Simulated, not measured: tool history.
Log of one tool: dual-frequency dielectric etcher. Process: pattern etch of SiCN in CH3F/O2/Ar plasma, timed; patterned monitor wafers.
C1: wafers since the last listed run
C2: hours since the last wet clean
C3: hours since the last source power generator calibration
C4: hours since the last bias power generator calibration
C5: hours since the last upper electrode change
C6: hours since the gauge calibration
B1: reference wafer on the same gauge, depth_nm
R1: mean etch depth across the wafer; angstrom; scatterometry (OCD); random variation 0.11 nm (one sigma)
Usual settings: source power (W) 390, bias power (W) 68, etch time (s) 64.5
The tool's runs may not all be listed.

Run 1, hour 0: usual settings but etch time (s) 78; C1 0; C2 433.9; C3 2545.2; C4 3238.9; C5 5427.9; C6 34.8; B1 28.53. Result: R1 306.7 angstrom.
Run 2, hour 9.9: usual settings but etch time (s) 78; C1 120; C2 443.8; C3 2555.1; C4 3248.8; C5 5437.8; C6 44.7; B1 28.51. Result: R1 304.9 angstrom.
Run 3, hour 16.9: usual settings; C1 84; C2 450.8; C3 2562.1; C4 3255.8; C5 5444.8; C6 51.7; B1 28.47. Result: R1 254.6 angstrom.
Run 4, hour 24.4: usual settings; C1 91; C2 458.3; C3 2569.6; C4 3263.3; C5 5452.3; C6 59.2; B1 28.48. Result: R1 254.4 angstrom.
Run 5, hour 31.4: usual settings; C1 84; C2 465.3; C3 2576.6; C4 3270.3; C5 5459.3; C6 66.2; B1 28.54. Result: R1 253.7 angstrom.
Run 6, hour 48.1: usual settings but etch time (s) 53.5; C1 202; C2 482; C3 2593.3; C4 3287; C5 5476; C6 82.9; B1 28.57. Result: R1 211.3 angstrom.
Run 7, hour 64.5: usual settings but etch time (s) 53.5; C1 199; C2 498.4; C3 2609.7; C4 3303.4; C5 5492.4; C6 99.3; B1 28.51. Result: R1 208.8 angstrom.
At hour 122.9: upper electrode replaced.
Run 8, hour 123.4: usual settings but source power (W) 410, etch time (s) 73; C1 423; C2 557.3; C3 2668.6; C4 3362.3; C5 0.5; C6 158.2; B1 28.49. Result: R1 298.9 angstrom.
Run 9, hour 128.3: usual settings but source power (W) 410, etch time (s) 73; C1 59; C2 562.2; C3 2673.5; C4 3367.2; C5 5.4; C6 163.1; B1 28.53. Result: R1 299.8 angstrom.
Run 10, hour 137.5: usual settings but source power (W) 410, etch time (s) 73; C1 111; C2 571.4; C3 2682.7; C4 3376.4; C5 14.6; C6 172.3; B1 28.49. Result: R1 300.3 angstrom.
Run 11, hour 146.9: usual settings but source power (W) 450, etch time (s) 79; C1 114; C2 580.8; C3 2692.1; C4 3385.8; C5 24; C6 181.7; B1 28.51. Result: R1 339.9 angstrom.
At hour 151.9: bias power generator calibrated.
Run 12, hour 171.3: usual settings but bias power (W) 82; C1 247; C2 605.2; C3 2716.5; C4 19.4; C5 48.4; C6 206.1; B1 28.5. Result: R1 273.6 angstrom.
Run 13, hour 184.4: usual settings but source power (W) 470, bias power (W) 77, etch time (s) 71; C1 158; C2 618.3; C3 2729.6; C4 32.5; C5 61.5; C6 219.2; B1 28.45. Result: R1 328 angstrom.
At hour 194.7: gauge calibrated.
Run 14, hour 196.9: usual settings but source power (W) 310, bias power (W) 82, etch time (s) 73.5; C1 151; C2 630.8; C3 2742.1; C4 45; C5 74; C6 2.2; B1 28.45. Result: R1 269.8 angstrom.
Run 15, hour 210.1: usual settings but bias power (W) 74; C1 160; C2 644; C3 2755.3; C4 58.2; C5 87.2; C6 15.4; B1 28.47. Result: R1 266.2 angstrom.
At hour 230.7: source power generator calibrated.
At hour 236.6: wet clean of the chamber.
Run 16, hour 237.1: usual settings but source power (W) 310, bias power (W) 82, etch time (s) 48; C1 207; C2 0.5; C3 6.4; C4 85.2; C5 114.2; C6 42.4; B1 28.51. Result: R1 166.7 angstrom.
Run 17, hour 237.5: usual settings but etch time (s) 53.5; C1 4; C2 0.9; C3 6.8; C4 85.6; C5 114.6; C6 42.8; B1 28.56. Result: R1 202.7 angstrom.
Run 18, hour 277.3: usual settings but source power (W) 360, bias power (W) 56, etch time (s) 50.5; C1 483; C2 40.7; C3 46.6; C4 125.4; C5 154.4; C6 82.6; B1 28.42. Result: R1 171.3 angstrom.
Run 19, hour 294.4: usual settings but etch time (s) 54; C1 207; C2 57.8; C3 63.7; C4 142.5; C5 171.5; C6 99.7; B1 28.52. Result: R1 202.7 angstrom.
Run 20, hour 302.4: usual settings; C1 97; C2 65.8; C3 71.7; C4 150.5; C5 179.5; C6 107.7; B1 28.48. Result: R1 247.7 angstrom.
Run 21, hour 313: usual settings; C1 128; C2 76.4; C3 82.3; C4 161.1; C5 190.1; C6 118.3; B1 28.51. Result: R1 247.2 angstrom.

5 ways to go on from here, each from the tool as it stands after run 21. What would each give?
Run A, hour 313.4: usual settings but bias power (W) 83; C1 4; C2 76.8; C3 82.7; C4 161.5; C5 190.5; C6 118.7; B1 ?. Result: R1 ?.
Run B, hour 313.4: usual settings but source power (W) 420, bias power (W) 60, etch time (s) 51; C1 4; C2 76.8; C3 82.7; C4 161.5; C5 190.5; C6 118.7; B1 ?. Result: R1 ?.
Run C, hour 313.4: usual settings but etch time (s) 53; C1 4; C2 76.8; C3 82.7; C4 161.5; C5 190.5; C6 118.7; B1 ?. Result: R1 ?.
Run D, hour 313.4: usual settings but source power (W) 470, bias power (W) 83, etch time (s) 52; C1 4; C2 76.8; C3 82.7; C4 161.5; C5 190.5; C6 118.7; B1 ?. Result: R1 ?.
Run E, hour 313.4: usual settings but source power (W) 290, etch time (s) 74; C1 4; C2 76.8; C3 82.7; C4 161.5; C5 190.5; C6 118.7; B1 ?. Result: R1 ?.

run     B1     R1
  A  28.47  262.5
  B  28.47  194.2
  C  28.47  201.4
  D  28.47  235.1
  E  28.47  231.4
Without the tool's hidden state the same runs would have given:
run     R1
  A  260.8
  B  192.9
  C    200
  D  233.5
  E  229.8
